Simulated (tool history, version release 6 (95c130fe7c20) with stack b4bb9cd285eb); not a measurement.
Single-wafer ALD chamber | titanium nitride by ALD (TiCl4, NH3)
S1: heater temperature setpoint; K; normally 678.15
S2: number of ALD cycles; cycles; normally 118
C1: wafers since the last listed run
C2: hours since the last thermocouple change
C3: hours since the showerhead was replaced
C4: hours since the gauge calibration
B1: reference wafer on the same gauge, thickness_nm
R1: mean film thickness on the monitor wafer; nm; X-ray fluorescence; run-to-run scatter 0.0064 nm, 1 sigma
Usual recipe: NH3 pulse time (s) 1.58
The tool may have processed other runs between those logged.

run 1 hour=0 | S1=678.15 S2=128 NH3_pulse_time_(s)=1.58 | C1=0 C2=1566 C3=7488.2 C4=666.8 | B1=2.919 | R1=2.77
run 2 hour=51.2 | S1=678.15 S2=128 NH3_pulse_time_(s)=1.58 | C1=103 C2=1617.2 C3=7539.4 C4=718 | B1=2.922 | R1=2.764
run 3 hour=114.1 | S1=678.15 S2=118 NH3_pulse_time_(s)=1.58 | C1=127 C2=1680.1 C3=7602.3 C4=780.9 | B1=2.919 | R1=2.553
run 4 hour=183.5 | S1=678.15 S2=118 NH3_pulse_time_(s)=1.58 | C1=140 C2=1749.5 C3=7671.7 C4=850.3 | B1=2.919 | R1=2.555
run 5 hour=250 | S1=678.15 S2=118 NH3_pulse_time_(s)=1.25 | C1=134 C2=1816 C3=7738.2 C4=916.8 | B1=2.922 | R1=2.527
run 6 hour=321.9 | S1=678.15 S2=105 NH3_pulse_time_(s)=1.72 | C1=145 C2=1887.9 C3=7810.1 C4=988.7 | B1=2.921 | R1=2.271
run 7 hour=360.1 | S1=678.15 S2=118 NH3_pulse_time_(s)=1.58 | C1=77 C2=1926.1 C3=7848.3 C4=1026.9 | B1=2.92 | R1=2.551
run 8 hour=416.5 | S1=678.15 S2=118 NH3_pulse_time_(s)=1.58 | C1=114 C2=1982.5 C3=7904.7 C4=1083.3 | B1=2.919 | R1=2.547
run 9 hour=454.7 | S1=678.15 S2=118 NH3_pulse_time_(s)=1.58 | C1=77 C2=2020.7 C3=7942.9 C4=1121.5 | B1=2.92 | R1=2.56
run 10 hour=510.3 | S1=678.15 S2=118 NH3_pulse_time_(s)=1.58 | C1=112 C2=2076.3 C3=7998.5 C4=1177.1 | B1=2.919 | R1=2.541
run 11 hour=538.7 | S1=678.15 S2=118 NH3_pulse_time_(s)=1.58 | C1=57 C2=2104.7 C3=8026.9 C4=1205.5 | B1=2.923 | R1=2.551
run 12 hour=568.8 | S1=678.15 S2=134 NH3_pulse_time_(s)=1.58 | C1=60 C2=2134.8 C3=8057 C4=1235.6 | B1=2.918 | R1=2.899
run 13 hour=628.5 | S1=678.15 S2=134 NH3_pulse_time_(s)=1.58 | C1=120 C2=2194.5 C3=8116.7 C4=1295.3 | B1=2.918 | R1=2.892
run 14 hour=692.6 | S1=678.15 S2=134 NH3_pulse_time_(s)=1.58 | C1=129 C2=2258.6 C3=8180.8 C4=1359.4 | B1=2.92 | R1=2.894
run 15 hour=881.6 | S1=678.15 S2=118 NH3_pulse_time_(s)=1.58 | C1=382 C2=2447.6 C3=8369.8 C4=1548.4 | B1=2.923 | R1=2.558
run 16 hour=906.2 | S1=678.15 S2=118 NH3_pulse_time_(s)=1.58 | C1=49 C2=2472.2 C3=8394.4 C4=1573 | B1=2.92 | R1=2.549
run 17 hour=935.6 | S1=678.15 S2=118 NH3_pulse_time_(s)=1.58 | C1=59 C2=2501.6 C3=8423.8 C4=1602.4 | B1=2.92 | R1=2.549
-- hour=946.9 showerhead replaced
-- hour=989.5 thermocouple changed; heater temperature recalibrated
run 18 hour=1096.6 | S1=678.15 S2=118 NH3_pulse_time_(s)=1.58 | C1=293 C2=107.1 C3=149.7 C4=1763.4 | B1=2.921 | R1=2.548
run 19 hour=1154.6 | S1=678.15 S2=118 NH3_pulse_time_(s)=1.58 | C1=117 C2=165.1 C3=207.7 C4=1821.4 | B1=2.919 | R1=2.542
run 20 hour=1188.3 | S1=678.15 S2=118 NH3_pulse_time_(s)=1.58 | C1=68 C2=198.8 C3=241.4 C4=1855.1 | B1=2.92 | R1=2.544
run 21 hour=1235.2 | S1=689.15 S2=132 NH3_pulse_time_(s)=2.06 | C1=95 C2=245.7 C3=288.3 C4=1902 | B1=2.919 | R1=2.883
run 22 hour=1282.1 | S1=678.15 S2=118 NH3_pulse_time_(s)=1.58 | C1=95 C2=292.6 C3=335.2 C4=1948.9 | B1=2.921 | R1=2.552
run 23 hour=1335.7 | S1=687.15 S2=111 NH3_pulse_time_(s)=1.95 | C1=108 C2=346.2 C3=388.8 C4=2002.5 | B1=2.919 | R1=2.436
run 24 hour=1390 | S1=678.15 S2=118 NH3_pulse_time_(s)=1.25 | C1=110 C2=400.5 C3=443.1 C4=2056.8 | B1=2.92 | R1=2.521
run 25 hour=1457 | S1=671.15 S2=104 NH3_pulse_time_(s)=1.41 | C1=135 C2=467.5 C3=510.1 C4=2123.8 | B1=2.919 | R1=2.224
run 26 hour=1502.7 | S1=678.15 S2=136 NH3_pulse_time_(s)=1.58 | C1=92 C2=513.2 C3=555.8 C4=2169.5 | B1=2.921 | R1=2.937
run 27 hour=1531 | S1=689.15 S2=132 NH3_pulse_time_(s)=2.06 | C1=57 C2=541.5 C3=584.1 C4=2197.8 | B1=2.921 | R1=2.884
run 28 hour=1593.9 | S1=678.15 S2=140 NH3_pulse_time_(s)=2.14 | C1=127 C2=604.4 C3=647 C4=2260.7 | B1=2.92 | R1=3.06
run 29 hour=1628.4 | S1=678.15 S2=118 NH3_pulse_time_(s)=1.58 | C1=69 C2=638.9 C3=681.5 C4=2295.2 | B1=2.92 | R1=2.545
run 30 hour=1661.6 | S1=678.15 S2=126 NH3_pulse_time_(s)=1.58 | C1=67 C2=672.1 C3=714.7 C4=2328.4 | B1=2.921 | R1=2.721
-- hour=1707.7 gauge calibrated
run 31 hour=1854.4 | S1=678.15 S2=138 NH3_pulse_time_(s)=2.1 | C1=390 C2=864.9 C3=907.5 C4=146.7 | B1=2.921 | R1=3.014
run 32 hour=1889.2 | S1=687.15 S2=118 NH3_pulse_time_(s)=1.58 | C1=70 C2=899.7 C3=942.3 C4=181.5 | B1=2.919 | R1=2.566
run 33 hour=1950.2 | S1=678.15 S2=128 NH3_pulse_time_(s)=1.58 | C1=123 C2=960.7 C3=1003.3 C4=242.5 | B1=2.922 | R1=2.773
run 34 hour=2015 | S1=678.15 S2=118 NH3_pulse_time_(s)=2.03 | C1=131 C2=1025.5 C3=1068.1 C4=307.3 | B1=2.92 | R1=2.57
run 35 hour=2068.9 | S1=665.15 S2=112 NH3_pulse_time_(s)=2.19 | C1=109 C2=1079.4 C3=1122 C4=361.2 | B1=2.92 | R1=2.423
run 36 hour=2116.1 | S1=678.15 S2=118 NH3_pulse_time_(s)=1.58 | C1=95 C2=1126.6 C3=1169.2 C4=408.4 | B1=2.921 | R1=2.538
run 37 hour=2157.8 | S1=682.15 S2=105 NH3_pulse_time_(s)=1.93 | C1=84 C2=1168.3 C3=1210.9 C4=450.1 | B1=2.92 | R1=2.29
run 38 hour=2210.2 | S1=678.15 S2=118 NH3_pulse_time_(s)=1.58 | C1=106 C2=1220.7 C3=1263.3 C4=502.5 | B1=2.921 | R1=2.557
run 39 hour=2257 | S1=667.15 S2=135 NH3_pulse_time_(s)=1.84 | C1=94 C2=1267.5 C3=1310.1 C4=549.3 | B1=2.921 | R1=2.904

Run-by-run hidden state of the tool:
wafer temperature above the value expected at the setpoint (K): 0 at every run
gauge reads high (%): 0 at every run
